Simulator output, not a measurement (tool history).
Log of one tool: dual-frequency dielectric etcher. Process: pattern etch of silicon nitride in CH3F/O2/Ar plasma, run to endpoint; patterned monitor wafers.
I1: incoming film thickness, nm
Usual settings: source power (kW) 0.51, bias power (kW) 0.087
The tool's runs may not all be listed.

Run 1, day 0: usual settings but source power (kW) 0.46; I1 36.64. Result: endpoint time (s) 44.9.
Run 2, day 0.325: usual settings; I1 36.06. Result: endpoint time (s) 42.2.
Run 3, day 0.762: usual settings; I1 35.92. Result: endpoint time (s) 41.8.
Run 4, day 1.025: usual settings; I1 36.3. Result: endpoint time (s) 42.6.
Run 5, day 2.317: usual settings; I1 35.96. Result: endpoint time (s) 41.5.
At day 3.679: upper electrode replaced.
Run 6, day 3.7: usual settings; I1 36.15. Result: endpoint time (s) 42.2.
Run 7, day 3.712: usual settings; I1 36.37. Result: endpoint time (s) 42.2.
Run 8, day 3.829: usual settings; I1 35.85. Result: endpoint time (s) 41.6.
Run 9, day 4.304: usual settings; I1 36.28. Result: endpoint time (s) 41.8.
Run 10, day 4.992: usual settings; I1 36.08. Result: endpoint time (s) 41.8.
Run 11, day 5.296: usual settings; I1 36.4. Result: endpoint time (s) 41.7.
Run 12, day 5.604: usual settings; I1 36.3. Result: endpoint time (s) 41.5.
Run 13, day 5.988: usual settings but bias power (kW) 0.098; I1 36.35. Result: endpoint time (s) 39.1.
At day 6.917: source power generator calibrated.
At day 7.062: wet clean of the chamber.
Run 14, day 7.083: usual settings; I1 36.08. Result: endpoint time (s) 43.1.
Run 15, day 8.058: usual settings but bias power (kW) 0.066; I1 36.34. Result: endpoint time (s) 51.2.
Run 16, day 8.675: usual settings but bias power (kW) 0.072; I1 36.73. Result: endpoint time (s) 49.3.
Run 17, day 9.192: usual settings but bias power (kW) 0.074; I1 36.21. Result: endpoint time (s) 47.5.
Run 18, day 9.496: usual settings; I1 36.55. Result: endpoint time (s) 43.5.

The next listed run, before its measurement:
Run 19, day 10.104: usual settings but source power (kW) 0.46, bias power (kW) 0.076; I1 36.57. Result: endpoint time (s) ?.

endpoint time (s): 49.3
Without the tool's hidden state the same run would have given endpoint time (s) 50.1.
